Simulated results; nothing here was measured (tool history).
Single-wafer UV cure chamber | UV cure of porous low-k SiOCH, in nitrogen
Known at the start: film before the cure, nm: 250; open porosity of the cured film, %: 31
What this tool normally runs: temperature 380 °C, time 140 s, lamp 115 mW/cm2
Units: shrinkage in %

Run 1, hour 0: usual settings. Result: shrinkage 11.765 %.
Run 2, hour 85.5: usual settings. Result: shrinkage 11.944 %.
Run 3, hour 180.7: usual settings. Result: shrinkage 11.786 %.
Run 4, hour 220.8: usual settings. Result: shrinkage 11.481 %.
At hour 230.6: quartz window cleaned.
Run 5, hour 312.9: usual settings. Result: shrinkage 11.669 %.
Run 6, hour 419.8: usual settings. Result: shrinkage 11.507 %.
Run 7, hour 463.8: usual settings. Result: shrinkage 11.275 %.
Run 8, hour 510.6: usual settings. Result: shrinkage 11.403 %.
At hour 605.5: quartz window cleaned.
Run 9, hour 606: usual settings but temperature 386 °C. Result: shrinkage 11.495 %.
Run 10, hour 669.4: usual settings but temperature 386 °C. Result: shrinkage 11.656 %.
Run 11, hour 774.8: usual settings but time 165 s, lamp 90 mW/cm2. Result: shrinkage 10.601 %.
Run 12, hour 854.3: usual settings but lamp 104 mW/cm2. Result: shrinkage 10.314 %.
At hour 897.7: UV bulbs replaced.
At hour 935.7: quartz window cleaned.
Run 13, hour 936.2: usual settings but temperature 396 °C, lamp 95 mW/cm2. Result: shrinkage 12.186 %.
Run 14, hour 967.9: usual settings but temperature 367 °C. Result: shrinkage 12.898 %.
Run 15, hour 1053.5: usual settings but temperature 400 °C, time 60 s, lamp 101 mW/cm2. Result: shrinkage 8.245 %.
Run 16, hour 1091.5: usual settings but temperature 368 °C, time 95 s, lamp 81 mW/cm2. Result: shrinkage 8.682 %.
Run 17, hour 1140.8: usual settings but lamp 102 mW/cm2. Result: shrinkage 12.456 %.
Run 18, hour 1229.4: usual settings but temperature 363 °C, time 55 s, lamp 82 mW/cm2. Result: shrinkage 6.159 %.
Run 19, hour 1279.8: usual settings. Result: shrinkage 12.508 %.
At hour 1319.3: quartz window cleaned.
Run 20, hour 1368.8: usual settings but time 60 s. Result: shrinkage 8.256 %.
Run 21, hour 1420.7: usual settings but temperature 366 °C, time 95 s, lamp 149 mW/cm2. Result: shrinkage 11.868 %.
Run 22, hour 1517.4: usual settings but temperature 397 °C, time 205 s. Result: shrinkage 15.092 %.
Run 23, hour 1585.3: usual settings but temperature 367 °C, lamp 142 mW/cm2. Result: shrinkage 13.334 %.
Run 24, hour 1623.2: usual settings. Result: shrinkage 12.624 %.
Run 25, hour 1663.7: usual settings. Result: shrinkage 12.524 %.
At hour 1705.8: quartz window cleaned.
Run 26, hour 1748.7: usual settings but temperature 390 °C, time 105 s. Result: shrinkage 10.859 %.
Run 27, hour 1800.7: usual settings but lamp 75 mW/cm2. Result: shrinkage 10.164 %.

Here are 3 independent what-if runs from the current tool condition. What would each one return?
Run A, hour 1801.2: usual settings. Result: shrinkage ?.
Run B, hour 1801.2: usual settings but lamp 93 mW/cm2. Result: shrinkage ?.
Run C, hour 1801.2: usual settings but temperature 388 °C. Result: shrinkage ?.

run  shrinkage
  A     12.583
  B     11.437
  C     12.758
The same runs, with their run-to-run variation unchanged, on a tool lacking any hidden condition would have given:
run  shrinkage
  A     13.488
  B      12.33
  C     13.666

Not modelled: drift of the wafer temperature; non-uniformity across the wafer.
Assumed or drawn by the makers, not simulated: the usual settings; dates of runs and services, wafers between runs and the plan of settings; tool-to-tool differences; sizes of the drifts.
